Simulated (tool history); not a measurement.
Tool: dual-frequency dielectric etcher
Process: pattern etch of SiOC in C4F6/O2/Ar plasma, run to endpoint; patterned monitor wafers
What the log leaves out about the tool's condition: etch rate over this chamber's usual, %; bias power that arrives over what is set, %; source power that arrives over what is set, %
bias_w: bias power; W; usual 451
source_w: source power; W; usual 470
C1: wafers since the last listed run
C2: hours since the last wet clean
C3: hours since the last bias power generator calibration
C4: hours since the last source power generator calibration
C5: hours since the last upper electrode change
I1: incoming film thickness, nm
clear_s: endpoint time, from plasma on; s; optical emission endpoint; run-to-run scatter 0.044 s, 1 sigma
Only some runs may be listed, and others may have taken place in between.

run 1 hour=0.0 | bias_w=451 source_w=550 | C1=0 C2=241.3 C3=2519.1 C4=4252.5 C5=5008.0 | I1=24.88 | clear_s=7.7
run 2 hour=27.7 | bias_w=451 source_w=550 | C1=331 C2=269.0 C3=2546.8 C4=4280.2 C5=5035.7 | I1=25.10 | clear_s=7.7
run 3 hour=52.7 | bias_w=451 source_w=550 | C1=298 C2=294.0 C3=2571.8 C4=4305.2 C5=5060.7 | I1=25.21 | clear_s=7.8
run 4 hour=65.0 | bias_w=451 source_w=470 | C1=146 C2=306.3 C3=2584.1 C4=4317.5 C5=5073.0 | I1=24.99 | clear_s=8.3
run 5 hour=95.7 | bias_w=451 source_w=470 | C1=366 C2=337.0 C3=2614.8 C4=4348.2 C5=5103.7 | I1=24.94 | clear_s=8.2
-- hour=133.8 wet clean of the chamber
run 6 hour=134.3 | bias_w=451 source_w=470 | C1=174 C2=0.5 C3=2653.4 C4=4386.8 C5=5142.3 | I1=25.05 | clear_s=7.5
run 7 hour=140.4 | bias_w=451 source_w=470 | C1=72 C2=6.6 C3=2659.5 C4=4392.9 C5=5148.4 | I1=25.03 | clear_s=7.5
run 8 hour=170.8 | bias_w=451 source_w=470 | C1=363 C2=37.0 C3=2689.9 C4=4423.3 C5=5178.8 | I1=24.95 | clear_s=7.5
-- hour=185.6 source power generator calibrated
-- hour=206.0 wet clean of the chamber, repeated, since the last time left the tool worse
run 9 hour=206.5 | bias_w=451 source_w=500 | C1=136 C2=0.5 C3=2725.6 C4=20.9 C5=5214.5 | I1=25.16 | clear_s=7.9
run 10 hour=224.1 | bias_w=420 source_w=360 | C1=210 C2=18.1 C3=2743.2 C4=38.5 C5=5232.1 | I1=24.88 | clear_s=9.2
run 11 hour=243.0 | bias_w=451 source_w=470 | C1=225 C2=37.0 C3=2762.1 C4=57.4 C5=5251.0 | I1=24.94 | clear_s=7.9
-- hour=269.9 upper electrode replaced
run 12 hour=276.5 | bias_w=485 source_w=470 | C1=113 C2=70.5 C3=2795.6 C4=90.9 C5=6.6 | I1=24.91 | clear_s=7.7
-- hour=288.8 bias power generator calibrated
run 13 hour=289.7 | bias_w=451 source_w=550 | C1=109 C2=83.7 C3=0.9 C4=104.1 C5=19.8 | I1=25.27 | clear_s=7.6
run 14 hour=325.4 | bias_w=339 source_w=470 | C1=426 C2=119.4 C3=36.6 C4=139.8 C5=55.5 | I1=25.09 | clear_s=9.1
run 15 hour=349.7 | bias_w=562 source_w=470 | C1=290 C2=143.7 C3=60.9 C4=164.1 C5=79.8 | I1=25.20 | clear_s=7.5
run 16 hour=370.3 | bias_w=551 source_w=360 | C1=246 C2=164.3 C3=81.5 C4=184.7 C5=100.4 | I1=24.82 | clear_s=8.1
run 17 hour=397.8 | bias_w=420 source_w=470 | C1=328 C2=191.8 C3=109.0 C4=212.2 C5=127.9 | I1=25.28 | clear_s=8.4
run 18 hour=412.3 | bias_w=490 source_w=430 | C1=173 C2=206.3 C3=123.5 C4=226.7 C5=142.4 | I1=25.37 | clear_s=8.2
run 19 hour=433.0 | bias_w=346 source_w=580 | C1=247 C2=227.0 C3=144.2 C4=247.4 C5=163.1 | I1=25.13 | clear_s=8.4

Forecast each of these 4 alternatives for the next run:
run A hour=433.4 | bias_w=451 source_w=470 | C1=4 C2=227.4 C3=144.6 C4=247.8 C5=163.5 | I1=24.97 | clear_s=?
run B hour=433.4 | bias_w=398 source_w=570 | C1=4 C2=227.4 C3=144.6 C4=247.8 C5=163.5 | I1=24.97 | clear_s=?
run C hour=433.4 | bias_w=411 source_w=540 | C1=4 C2=227.4 C3=144.6 C4=247.8 C5=163.5 | I1=24.97 | clear_s=?
run D hour=433.4 | bias_w=511 source_w=470 | C1=4 C2=227.4 C3=144.6 C4=247.8 C5=163.5 | I1=24.97 | clear_s=?

run=A clear_s=8.1
run=B clear_s=7.9
run=C clear_s=7.9
run=D clear_s=7.6
Had the tool no hidden state, the same runs would have come out as:
run=A clear_s=7.9
run=B clear_s=7.7
run=C clear_s=7.8
run=D clear_s=7.5
